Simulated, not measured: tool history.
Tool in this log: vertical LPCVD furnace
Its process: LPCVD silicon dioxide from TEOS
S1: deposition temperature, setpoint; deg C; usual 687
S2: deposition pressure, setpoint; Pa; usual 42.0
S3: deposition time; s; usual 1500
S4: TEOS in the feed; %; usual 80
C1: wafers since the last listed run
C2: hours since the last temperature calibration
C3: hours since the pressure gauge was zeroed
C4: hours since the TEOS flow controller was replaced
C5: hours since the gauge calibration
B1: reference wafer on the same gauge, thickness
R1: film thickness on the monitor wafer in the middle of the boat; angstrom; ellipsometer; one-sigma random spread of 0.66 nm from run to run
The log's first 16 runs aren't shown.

{"run": 17, "day": 59.2, "S1": 687, "S2": 42.0, "S3": 1500, "S4": 91, "C1": 1022, "C2": 757.0, "C3": 484.2, "C4": 1007.7, "C5": 446.8, "B1": 119.25, "R1": 1516.6}
{"run": 18, "day": 60.875, "S1": 687, "S2": 42.0, "S3": 1500, "S4": 69, "C1": 455, "C2": 797.2, "C3": 524.4, "C4": 1047.9, "C5": 487.0, "B1": 119.07, "R1": 1333.5}
{"run": 19, "day": 64.4, "S1": 693, "S2": 47.3, "S3": 1770, "S4": 92, "C1": 959, "C2": 881.8, "C3": 609.0, "C4": 1132.5, "C5": 571.6, "B1": 119.02, "R1": 2221.8}
{"run": 20, "day": 67.275, "S1": 675, "S2": 36.7, "S3": 2010, "S4": 92, "C1": 782, "C2": 950.8, "C3": 678.0, "C4": 1201.5, "C5": 640.6, "B1": 119.25, "R1": 1436.0}
{"run": 21, "day": 69.412, "S1": 687, "S2": 39.3, "S3": 1500, "S4": 80, "C1": 581, "C2": 1002.1, "C3": 729.3, "C4": 1252.8, "C5": 691.9, "B1": 119.07, "R1": 1384.4}
{"run": 22, "day": 71.308, "S1": 687, "S2": 42.0, "S3": 1500, "S4": 73, "C1": 515, "C2": 1047.6, "C3": 774.8, "C4": 1298.3, "C5": 737.4, "B1": 118.99, "R1": 1356.8}
{"run": 23, "day": 75.612, "S1": 694, "S2": 42.0, "S3": 1500, "S4": 71, "C1": 1171, "C2": 1150.9, "C3": 878.1, "C4": 1401.6, "C5": 840.7, "B1": 119.03, "R1": 1587.0}
{"run": 24, "day": 78.35, "S1": 687, "S2": 42.0, "S3": 2040, "S4": 80, "C1": 744, "C2": 1216.6, "C3": 943.8, "C4": 1467.3, "C5": 906.4, "B1": 119.09, "R1": 1933.6}
{"run": 25, "day": 80.375, "S1": 692, "S2": 36.0, "S3": 960, "S4": 72, "C1": 551, "C2": 1265.2, "C3": 992.4, "C4": 1515.9, "C5": 955.0, "B1": 118.97, "R1": 897.4}
{"run": 26, "day": 85.3, "S1": 683, "S2": 35.3, "S3": 1500, "S4": 80, "C1": 1340, "C2": 1383.4, "C3": 1110.6, "C4": 1634.1, "C5": 1073.2, "B1": 118.86, "R1": 1181.0}
{"run": 27, "day": 88.967, "S1": 698, "S2": 33.3, "S3": 1500, "S4": 80, "C1": 997, "C2": 1471.4, "C3": 1198.6, "C4": 1722.1, "C5": 1161.2, "B1": 118.9, "R1": 1635.1}
{"run": 28, "day": 91.467, "S1": 687, "S2": 42.0, "S3": 1500, "S4": 89, "C1": 680, "C2": 1531.4, "C3": 1258.6, "C4": 1782.1, "C5": 1221.2, "B1": 118.88, "R1": 1484.4}
{"run": 29, "day": 95.788, "S1": 687, "S2": 42.0, "S3": 1350, "S4": 80, "C1": 1175, "C2": 1635.1, "C3": 1362.3, "C4": 1885.8, "C5": 1324.9, "B1": 119.03, "R1": 1278.7}
{"day": 100.783, "done": "pressure gauge zeroed"}
{"run": 30, "day": 100.804, "S1": 687, "S2": 46.0, "S3": 1500, "S4": 80, "C1": 1093, "C2": 1755.5, "C3": 0.5, "C4": 2006.2, "C5": 1445.3, "B1": 118.84, "R1": 1501.2}

Below are 5 alternative next runs, each starting from the tool's condition after run 30. Predict each:
{"run": "A", "day": 101.004, "S1": 687, "S2": 42.0, "S3": 1500, "S4": 80, "C1": 54, "C2": 1760.3, "C3": 5.3, "C4": 2011.0, "C5": 1450.1, "B1": "?", "R1": "?"}
{"run": "B", "day": 101.004, "S1": 678, "S2": 49.3, "S3": 1500, "S4": 80, "C1": 54, "C2": 1760.3, "C3": 5.3, "C4": 2011.0, "C5": 1450.1, "B1": "?", "R1": "?"}
{"run": "C", "day": 101.004, "S1": 694, "S2": 42.0, "S3": 1890, "S4": 74, "C1": 54, "C2": 1760.3, "C3": 5.3, "C4": 2011.0, "C5": 1450.1, "B1": "?", "R1": "?"}
{"run": "D", "day": 101.004, "S1": 687, "S2": 38.7, "S3": 1500, "S4": 80, "C1": 54, "C2": 1760.3, "C3": 5.3, "C4": 2011.0, "C5": 1450.1, "B1": "?", "R1": "?"}
{"run": "E", "day": 101.004, "S1": 680, "S2": 35.3, "S3": 1890, "S4": 91, "C1": 54, "C2": 1760.3, "C3": 5.3, "C4": 2011.0, "C5": 1450.1, "B1": "?", "R1": "?"}

run=A B1=119.04 R1=1436.2
run=B B1=119.04 R1=1252.4
run=C B1=119.04 R1=2054.9
run=D B1=119.04 R1=1378.3
run=E B1=119.04 R1=1496.2
What these runs would have given with no unlogged condition in the tool:
run=A R1=1433.5
run=B R1=1250.4
run=C R1=2051.0
run=D R1=1375.4
run=E R1=1492.8
